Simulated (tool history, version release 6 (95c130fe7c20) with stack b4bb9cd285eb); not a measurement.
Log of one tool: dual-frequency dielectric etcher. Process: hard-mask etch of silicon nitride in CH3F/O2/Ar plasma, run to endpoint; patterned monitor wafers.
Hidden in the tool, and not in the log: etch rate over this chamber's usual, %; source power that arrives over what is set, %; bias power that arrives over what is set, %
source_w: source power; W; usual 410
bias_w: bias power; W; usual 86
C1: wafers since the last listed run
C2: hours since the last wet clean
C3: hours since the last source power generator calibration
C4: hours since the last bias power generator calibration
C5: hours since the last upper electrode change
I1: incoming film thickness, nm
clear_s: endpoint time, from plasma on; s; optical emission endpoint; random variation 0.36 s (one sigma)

run 1 hour=0 | source_w=410 bias_w=86 | C1=0 C2=282.7 C3=2327.1 C4=2490.1 C5=3183.2 | I1=52.5 | clear_s=70.1
run 2 hour=17.8 | source_w=410 bias_w=86 | C1=212 C2=300.5 C3=2344.9 C4=2507.9 C5=3201 | I1=51.9 | clear_s=69
run 3 hour=30.4 | source_w=410 bias_w=86 | C1=150 C2=313.1 C3=2357.5 C4=2520.5 C5=3213.6 | I1=51.9 | clear_s=69.2
run 4 hour=38 | source_w=410 bias_w=86 | C1=90 C2=320.7 C3=2365.1 C4=2528.1 C5=3221.2 | I1=51.8 | clear_s=69.3
run 5 hour=55.5 | source_w=410 bias_w=86 | C1=209 C2=338.2 C3=2382.6 C4=2545.6 C5=3238.7 | I1=52.3 | clear_s=69.2
run 6 hour=67.6 | source_w=410 bias_w=86 | C1=144 C2=350.3 C3=2394.7 C4=2557.7 C5=3250.8 | I1=52.2 | clear_s=69.5
run 7 hour=84.2 | source_w=410 bias_w=86 | C1=198 C2=366.9 C3=2411.3 C4=2574.3 C5=3267.4 | I1=52.3 | clear_s=69.7
run 8 hour=101 | source_w=410 bias_w=86 | C1=200 C2=383.7 C3=2428.1 C4=2591.1 C5=3284.2 | I1=52.5 | clear_s=69.5
run 9 hour=117 | source_w=410 bias_w=86 | C1=191 C2=399.7 C3=2444.1 C4=2607.1 C5=3300.2 | I1=51.9 | clear_s=68.6
run 10 hour=125.9 | source_w=410 bias_w=78 | C1=106 C2=408.6 C3=2453 C4=2616 C5=3309.1 | I1=51.3 | clear_s=70.9
run 11 hour=143.1 | source_w=410 bias_w=78 | C1=205 C2=425.8 C3=2470.2 C4=2633.2 C5=3326.3 | I1=52.5 | clear_s=72.9
-- hour=154 source power generator calibrated
run 12 hour=173.6 | source_w=410 bias_w=86 | C1=316 C2=456.3 C3=19.6 C4=2663.7 C5=3356.8 | I1=51.4 | clear_s=67.8
run 13 hour=225.9 | source_w=410 bias_w=86 | C1=625 C2=508.6 C3=71.9 C4=2716 C5=3409.1 | I1=52 | clear_s=69.4
run 14 hour=240.1 | source_w=410 bias_w=86 | C1=169 C2=522.8 C3=86.1 C4=2730.2 C5=3423.3 | I1=51.2 | clear_s=68.1
run 15 hour=246.8 | source_w=410 bias_w=86 | C1=80 C2=529.5 C3=92.8 C4=2736.9 C5=3430 | I1=51.9 | clear_s=68.8
run 16 hour=263.6 | source_w=410 bias_w=86 | C1=200 C2=546.3 C3=109.6 C4=2753.7 C5=3446.8 | I1=52.3 | clear_s=69.5
run 17 hour=274.4 | source_w=440 bias_w=99 | C1=129 C2=557.1 C3=120.4 C4=2764.5 C5=3457.6 | I1=52 | clear_s=64
run 18 hour=283.3 | source_w=410 bias_w=86 | C1=106 C2=566 C3=129.3 C4=2773.4 C5=3466.5 | I1=51.8 | clear_s=69
run 19 hour=295.6 | source_w=440 bias_w=93 | C1=147 C2=578.3 C3=141.6 C4=2785.7 C5=3478.8 | I1=52.1 | clear_s=65.8
run 20 hour=308.6 | source_w=410 bias_w=86 | C1=155 C2=591.3 C3=154.6 C4=2798.7 C5=3491.8 | I1=51.6 | clear_s=68.7
run 21 hour=318.1 | source_w=410 bias_w=86 | C1=113 C2=600.8 C3=164.1 C4=2808.2 C5=3501.3 | I1=51.7 | clear_s=68.3
run 22 hour=326.5 | source_w=310 bias_w=107 | C1=100 C2=609.2 C3=172.5 C4=2816.6 C5=3509.7 | I1=51.6 | clear_s=68.5
run 23 hour=343.2 | source_w=330 bias_w=86 | C1=199 C2=625.9 C3=189.2 C4=2833.3 C5=3526.4 | I1=51.4 | clear_s=73
-- hour=371.7 wet clean of the chamber
-- hour=371.7 bias power generator calibrated
-- hour=390.5 upper electrode replaced
run 24 hour=391 | source_w=450 bias_w=66 | C1=59 C2=19.3 C3=237 C4=19.3 C5=0.5 | I1=52.1 | clear_s=74.6
run 25 hour=391.4 | source_w=410 bias_w=86 | C1=4 C2=19.7 C3=237.4 C4=19.7 C5=0.9 | I1=52.1 | clear_s=69.5
run 26 hour=391.7 | source_w=410 bias_w=86 | C1=3 C2=20 C3=237.7 C4=20 C5=1.2 | I1=52.3 | clear_s=69.5
run 27 hour=392.1 | source_w=320 bias_w=104 | C1=4 C2=20.4 C3=238.1 C4=20.4 C5=1.6 | I1=51.5 | clear_s=67.7
run 28 hour=396 | source_w=480 bias_w=69 | C1=46 C2=24.3 C3=242 C4=24.3 C5=5.5 | I1=51.8 | clear_s=71.1
run 29 hour=407.6 | source_w=450 bias_w=69 | C1=138 C2=35.9 C3=253.6 C4=35.9 C5=17.1 | I1=51.5 | clear_s=72.6
run 30 hour=419 | source_w=410 bias_w=86 | C1=136 C2=47.3 C3=265 C4=47.3 C5=28.5 | I1=52.3 | clear_s=69.6
run 31 hour=436 | source_w=450 bias_w=69 | C1=203 C2=64.3 C3=282 C4=64.3 C5=45.5 | I1=51.8 | clear_s=73.5
run 32 hour=451.3 | source_w=470 bias_w=73 | C1=182 C2=79.6 C3=297.3 C4=79.6 C5=60.8 | I1=52 | clear_s=71.2
run 33 hour=464.6 | source_w=320 bias_w=74 | C1=159 C2=92.9 C3=310.6 C4=92.9 C5=74.1 | I1=52.5 | clear_s=80.4
run 34 hour=472.9 | source_w=410 bias_w=76 | C1=99 C2=101.2 C3=318.9 C4=101.2 C5=82.4 | I1=51.6 | clear_s=72.1
run 35 hour=486.3 | source_w=340 bias_w=104 | C1=160 C2=114.6 C3=332.3 C4=114.6 C5=95.8 | I1=53 | clear_s=69.2
run 36 hour=496.8 | source_w=450 bias_w=77 | C1=125 C2=125.1 C3=342.8 C4=125.1 C5=106.3 | I1=52.4 | clear_s=70.7
run 37 hour=504.9 | source_w=410 bias_w=104 | C1=96 C2=133.2 C3=350.9 C4=133.2 C5=114.4 | I1=51.7 | clear_s=63.9

Forecast each of these 3 alternatives for the next run:
run A hour=505.3 | source_w=410 bias_w=86 | C1=4 C2=133.6 C3=351.3 C4=133.6 C5=114.8 | I1=51.9 | clear_s=?
run B hour=505.3 | source_w=410 bias_w=73 | C1=4 C2=133.6 C3=351.3 C4=133.6 C5=114.8 | I1=51.9 | clear_s=?
run C hour=505.3 | source_w=380 bias_w=108 | C1=4 C2=133.6 C3=351.3 C4=133.6 C5=114.8 | I1=51.9 | clear_s=?

run=A clear_s=69
run=B clear_s=73.9
run=C clear_s=64.1
Without the tool's hidden state the same runs would have given:
run=A clear_s=69
run=B clear_s=73.9
run=C clear_s=64.1
